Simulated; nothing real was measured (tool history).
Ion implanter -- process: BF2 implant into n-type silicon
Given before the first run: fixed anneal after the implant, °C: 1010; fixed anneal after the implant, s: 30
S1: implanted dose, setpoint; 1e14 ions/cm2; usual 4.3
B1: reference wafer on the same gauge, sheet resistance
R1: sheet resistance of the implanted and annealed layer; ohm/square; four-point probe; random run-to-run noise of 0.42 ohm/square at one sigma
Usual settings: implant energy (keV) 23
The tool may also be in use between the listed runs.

{"run": 1, "hour": 0.0, "S1": 4.3, "implant energy (keV)": 23, "B1": 329.08, "R1": 271.66}
{"run": 2, "hour": 14.1, "S1": 4.3, "implant energy (keV)": 23, "B1": 328.9, "R1": 271.5}
{"run": 3, "hour": 29.2, "S1": 4.3, "implant energy (keV)": 28.5, "B1": 329.18, "R1": 263.56}
{"run": 4, "hour": 44.6, "S1": 4.3, "implant energy (keV)": 28.5, "B1": 329.22, "R1": 264.06}
{"run": 5, "hour": 54.4, "S1": 4.3, "implant energy (keV)": 23, "B1": 329.08, "R1": 271.19}
{"run": 6, "hour": 71.3, "S1": 4.3, "implant energy (keV)": 23, "B1": 328.93, "R1": 269.9}
{"run": 7, "hour": 78.5, "S1": 4.3, "implant energy (keV)": 23, "B1": 328.97, "R1": 270.11}
{"run": 8, "hour": 91.2, "S1": 4.3, "implant energy (keV)": 23, "B1": 328.95, "R1": 270.52}
{"run": 9, "hour": 102.5, "S1": 4.3, "implant energy (keV)": 23, "B1": 328.89, "R1": 281.59}
{"run": 10, "hour": 108.5, "S1": 4.84, "implant energy (keV)": 23, "B1": 328.87, "R1": 255.71}
{"run": 11, "hour": 118.5, "S1": 4.84, "implant energy (keV)": 23, "B1": 328.92, "R1": 256.7}
{"run": 12, "hour": 125.8, "S1": 4.84, "implant energy (keV)": 23, "B1": 328.84, "R1": 256.42}
{"run": 13, "hour": 138.8, "S1": 3.94, "implant energy (keV)": 23, "B1": 328.93, "R1": 301.34}
{"run": 14, "hour": 146.6, "S1": 4.3, "implant energy (keV)": 23, "B1": 329.09, "R1": 281.74}
{"run": 15, "hour": 156.2, "S1": 5.15, "implant energy (keV)": 21, "B1": 329.11, "R1": 249.47}
{"run": 16, "hour": 168.6, "S1": 3.83, "implant energy (keV)": 15, "B1": 329.03, "R1": 328.58}
{"run": 17, "hour": 176.7, "S1": 4.3, "implant energy (keV)": 23, "B1": 329.28, "R1": 281.08}
{"run": 18, "hour": 188.3, "S1": 5.48, "implant energy (keV)": 23, "B1": 329.19, "R1": 234.31}
{"run": 19, "hour": 194.3, "S1": 4.3, "implant energy (keV)": 26.5, "B1": 329.12, "R1": 275.98}
{"run": 20, "hour": 206.8, "S1": 5.15, "implant energy (keV)": 26.5, "B1": 329.17, "R1": 238.69}
{"run": 21, "hour": 220.0, "S1": 3.64, "implant energy (keV)": 28.5, "B1": 329.01, "R1": 315.27}
{"run": 22, "hour": 229.3, "S1": 4.3, "implant energy (keV)": 23, "B1": 328.69, "R1": 281.23}
{"run": 23, "hour": 245.5, "S1": 3.83, "implant energy (keV)": 20.5, "B1": 328.89, "R1": 312.85}
{"run": 24, "hour": 255.8, "S1": 4.3, "implant energy (keV)": 28.5, "B1": 328.96, "R1": 274.32}
{"run": 25, "hour": 272.6, "S1": 4.66, "implant energy (keV)": 16.5, "B1": 329.12, "R1": 280.35}
{"run": 26, "hour": 288.2, "S1": 5.15, "implant energy (keV)": 21, "B1": 328.95, "R1": 248.08}

Missing from the log above: 4 entries noted between runs. For each, name the pair of listed runs it sits between and say how the tool's hidden condition differs from the listed run just before to the listed run just after:
In the gap between runs 3 and 4: gauge calibrated (hour 44.6)
  deviation of the true dose from the Faraday cup's reading, %: 4.6 -> 4.73
  measured value less the no-hidden-state value, R1: -10.03 -> -10.31 ohm/square
In the gap between runs 8 and 9: Faraday cup replaced and dose calibrated (hour 102)
  deviation of the true dose from the Faraday cup's reading, %: 5.1 -> -0.0616
  measured value less the no-hidden-state value, R1: -10.85 -> +0.14 ohm/square
In the gap between runs 14 and 15: extraction supply calibrated (hour 155.7)
  deviation of the true dose from the Faraday cup's reading, %: -0.0549 -> -0.0518
  measured value less the no-hidden-state value, R1: +0.12 -> +0.09 ohm/square
In the gap between runs 16 and 17: gauge calibrated (hour 176.3)
  deviation of the true dose from the Faraday cup's reading, %: -0.0467 -> -0.0429
  measured value less the no-hidden-state value, R1: +0.12 -> +0.1 ohm/square
